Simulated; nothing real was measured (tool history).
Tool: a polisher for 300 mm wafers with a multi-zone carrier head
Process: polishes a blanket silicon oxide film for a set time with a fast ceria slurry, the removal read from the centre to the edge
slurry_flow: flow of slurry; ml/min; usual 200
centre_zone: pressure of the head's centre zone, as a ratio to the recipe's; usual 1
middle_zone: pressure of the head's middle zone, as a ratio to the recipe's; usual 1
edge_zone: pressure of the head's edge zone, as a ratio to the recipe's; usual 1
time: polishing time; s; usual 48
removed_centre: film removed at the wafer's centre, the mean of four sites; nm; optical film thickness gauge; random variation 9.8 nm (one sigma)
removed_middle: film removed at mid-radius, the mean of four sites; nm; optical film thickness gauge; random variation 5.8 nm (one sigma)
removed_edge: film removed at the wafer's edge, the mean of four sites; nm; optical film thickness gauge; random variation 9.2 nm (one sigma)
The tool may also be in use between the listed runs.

run   hour  slurry_flow  centre_zone  middle_zone  edge_zone  time  incoming thickness of the incoming film, nm  removed_centre  removed_middle  removed_edge
  1      0          170            1            1          1    39                                       2089.9             551           541.3         566.3
  2   20.6          200            1            1       1.09    48                                       2057.7           718.6           679.9         733.6
  3   43.5          150            1            1          1    48                                       2045.7           667.1           635.9         659.9
  4   68.2          200         1.05            1       1.05    48                                       2064.5           715.1           676.8         695.3
  5  102.1          200            1            1       1.05    48                                       2091.3           709.3           691.1         720.6
  6  115.8          200            1         0.91       0.96    48                                         2072           710.5           625.4           681
  7  142.6          180            1            1          1    48                                       2099.1           697.6           663.5         690.6
  8  157.3          200            1          1.1       1.04    56                                       2037.2           837.8           860.5         836.3
       178  -- centre zone pressure recalibrated
  9  189.7          170         0.93            1          1    48                                       2066.8           602.8           660.2         699.1
 10  218.7          240            1            1          1    48                                       2075.4           697.8           692.1         705.9
     238.3  -- slurry nozzle cleaned
     249.1  -- edge zone pressure recalibrated
 11  249.6          200            1            1          1    48                                       2115.5           674.2           685.1         702.9
     259.3  -- worn pad replaced by a new one
 12  261.4          225            1            1          1    48                                       2063.1             681           694.5         705.8
 13  282.5          200            1            1       1.05    63                                       2083.5           900.3           890.1         943.3
 14    312          160            1         1.05       0.93    53                                       2035.9           733.9           749.2         729.2
 15  334.5          200            1            1       1.07    32                                         2055           448.4           451.4         485.2
 16  362.3          200            1            1          1    48                                       2083.9           700.2           684.5         695.9
 17  385.4          200            1         1.07          1    48                                       2090.8           691.8           725.9         698.3
 18  420.9          135         0.96            1          1    48                                       2035.3           607.8           616.8         662.2
 19  452.6          200            1          1.1          1    48                                         2069           676.7           734.3         689.5
 20    472          200            1            1          1    48                                       2068.6           702.4           690.2         684.9
 21  486.8          230            1            1          1    48                                       2087.4           697.6           693.6         693.1
     514.8  -- worn pad replaced by a new one
 22  515.3          200            1            1          1    48                                         2070           690.1             677         684.4
 23  527.5          200            1            1          1    48                                       2054.3           677.9           681.8         711.2

Some steps in removed_centre between neighbouring runs. How much of each would the tool show without its hidden state too (settings, what came in, random variation), and how much is left for the hidden state, with any gauge scatter that isn't in both results?
The hidden state here: removal rate lost through wear of the pad, %; slurry flow missing at the pad, %; deviation of the centre zone's pressure from its setpoint, %; deviation of the edge zone's pressure from its setpoint, %.
Run 1 -> 2: slurry_flow 170 -> 200, edge_zone 1 -> 1.09, time 39 -> 48. removed_centre +167.6 nm: hidden state +12.6, all else +155.
Run 8 -> 9: slurry_flow 200 -> 170, centre_zone 1 -> 0.93, middle_zone 1.1 -> 1, edge_zone 1.04 -> 1, time 56 -> 48, centre zone pressure recalibrated. removed_centre -235 nm: hidden state -60.7, all else -174.3.
Run 14 -> 15: slurry_flow 160 -> 200, middle_zone 1.05 -> 1, edge_zone 0.93 -> 1.07, time 53 -> 32. removed_centre -285.5 nm: hidden state -5.6, all else -279.9.
Run 15 -> 16: edge_zone 1.07 -> 1, time 32 -> 48. removed_centre +251.8 nm: hidden state +9.6, all else +242.2.

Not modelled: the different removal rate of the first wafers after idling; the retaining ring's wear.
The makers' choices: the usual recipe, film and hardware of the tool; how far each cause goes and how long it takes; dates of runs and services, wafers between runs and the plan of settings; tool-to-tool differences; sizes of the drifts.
